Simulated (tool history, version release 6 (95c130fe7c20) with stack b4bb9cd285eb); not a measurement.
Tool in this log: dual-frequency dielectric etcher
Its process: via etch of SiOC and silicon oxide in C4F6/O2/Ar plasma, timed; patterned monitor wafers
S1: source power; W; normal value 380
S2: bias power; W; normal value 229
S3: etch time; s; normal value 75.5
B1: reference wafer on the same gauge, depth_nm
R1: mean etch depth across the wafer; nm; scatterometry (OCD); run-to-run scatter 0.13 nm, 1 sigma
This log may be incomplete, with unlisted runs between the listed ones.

run 1 day=0 | S1=450 S2=229 S3=71 | B1=99.7 | R1=83.7
run 2 day=1.617 | S1=450 S2=229 S3=71 | B1=99.7 | R1=83.6
-- day=3.45 wet clean of the chamber
run 3 day=3.471 | S1=380 S2=260 S3=75.5 | B1=99.7 | R1=87.2
run 4 day=5.071 | S1=380 S2=206 S3=75.5 | B1=99.6 | R1=82.6
run 5 day=6.375 | S1=380 S2=206 S3=75.5 | B1=99.7 | R1=82.6
run 6 day=9.096 | S1=380 S2=206 S3=75.5 | B1=99.7 | R1=82.6
run 7 day=10.892 | S1=290 S2=229 S3=60 | B1=99.7 | R1=63.2
run 8 day=12.612 | S1=330 S2=271 S3=53.5 | B1=99.7 | R1=60.4
run 9 day=15.029 | S1=290 S2=180 S3=64.5 | B1=99.7 | R1=64.4
run 10 day=17.475 | S1=380 S2=229 S3=75.5 | B1=99.7 | R1=85.2
run 11 day=19.208 | S1=440 S2=285 S3=85 | B1=99.7 | R1=104.6
-- day=20.967 wet clean of the chamber
run 12 day=20.988 | S1=310 S2=196 S3=84.5 | B1=99.7 | R1=86.6
run 13 day=22.942 | S1=380 S2=229 S3=75.5 | B1=99.7 | R1=84.5
-- day=24.029 bias power generator calibrated
run 14 day=24.704 | S1=420 S2=249 S3=89.5 | B1=99.6 | R1=106.2
run 15 day=27.454 | S1=380 S2=229 S3=75.5 | B1=99.6 | R1=85.8
run 16 day=28.612 | S1=380 S2=229 S3=75.5 | B1=99.7 | R1=86
run 17 day=30.021 | S1=380 S2=181 S3=55.5 | B1=99.7 | R1=59.7
run 18 day=32.379 | S1=420 S2=252 S3=89 | B1=99.7 | R1=106.2
-- day=34.458 upper electrode replaced
run 19 day=34.479 | S1=380 S2=229 S3=75.5 | B1=99.7 | R1=86.1
run 20 day=36.012 | S1=380 S2=181 S3=55.5 | B1=99.7 | R1=60
-- day=42.583 wet clean of the chamber
run 21 day=42.604 | S1=310 S2=254 S3=91.5 | B1=99.8 | R1=101
run 22 day=43.583 | S1=440 S2=229 S3=63.5 | B1=99.7 | R1=74.4
run 23 day=45.396 | S1=420 S2=206 S3=75.5 | B1=99.7 | R1=85.6
run 24 day=46.779 | S1=380 S2=229 S3=75.5 | B1=99.7 | R1=85.6
run 25 day=48.454 | S1=380 S2=229 S3=75.5 | B1=99.6 | R1=85.5
run 26 day=49.629 | S1=380 S2=229 S3=64 | B1=99.7 | R1=72.6
run 27 day=50.808 | S1=380 S2=229 S3=55 | B1=99.8 | R1=62.6
run 28 day=52.012 | S1=440 S2=276 S3=90 | B1=99.7 | R1=111.4
run 29 day=54.233 | S1=330 S2=271 S3=53.5 | B1=99.6 | R1=61.3
run 30 day=57.246 | S1=380 S2=268 S3=55.5 | B1=99.7 | R1=65.6

For some of the steps in R1 from one run to the next: how much would appear even if the tool had no hidden state, given the settings, what came in and random variation, and how much remains for the hidden state plus any gauge scatter that the measured result and the result without hidden state don't share?
What the log doesn't record here: etch rate over this chamber's usual, %; source power that arrives over what is set, %; bias power that arrives over what is set, %; gauge reads high (%).
Run 2 -> 3: S1 450 -> 380, S2 229 -> 260, S3 71 -> 75.5, wet clean of the chamber. R1 +3.6 nm: hidden state -0.8, all else +4.4.
Run 11 -> 12: S1 440 -> 310, S2 285 -> 196, S3 85 -> 84.5, wet clean of the chamber. R1 -18 nm: hidden state -0.6, all else -17.4.
Run 13 -> 14: S1 380 -> 420, S2 229 -> 249, S3 75.5 -> 89.5, bias power generator calibrated. R1 +21.7 nm: hidden state +1.3, all else +20.4.
Run 17 -> 18: S1 380 -> 420, S2 181 -> 252, S3 55.5 -> 89. R1 +46.5 nm: hidden state +0.3, all else +46.2.
Run 27 -> 28: S1 380 -> 440, S2 229 -> 276, S3 55 -> 90. R1 +48.8 nm: hidden state +0.2, all else +48.6.
Run 28 -> 29: S1 440 -> 330, S2 276 -> 271, S3 90 -> 53.5. R1 -50.1 nm: hidden state -0.1, all else -50.
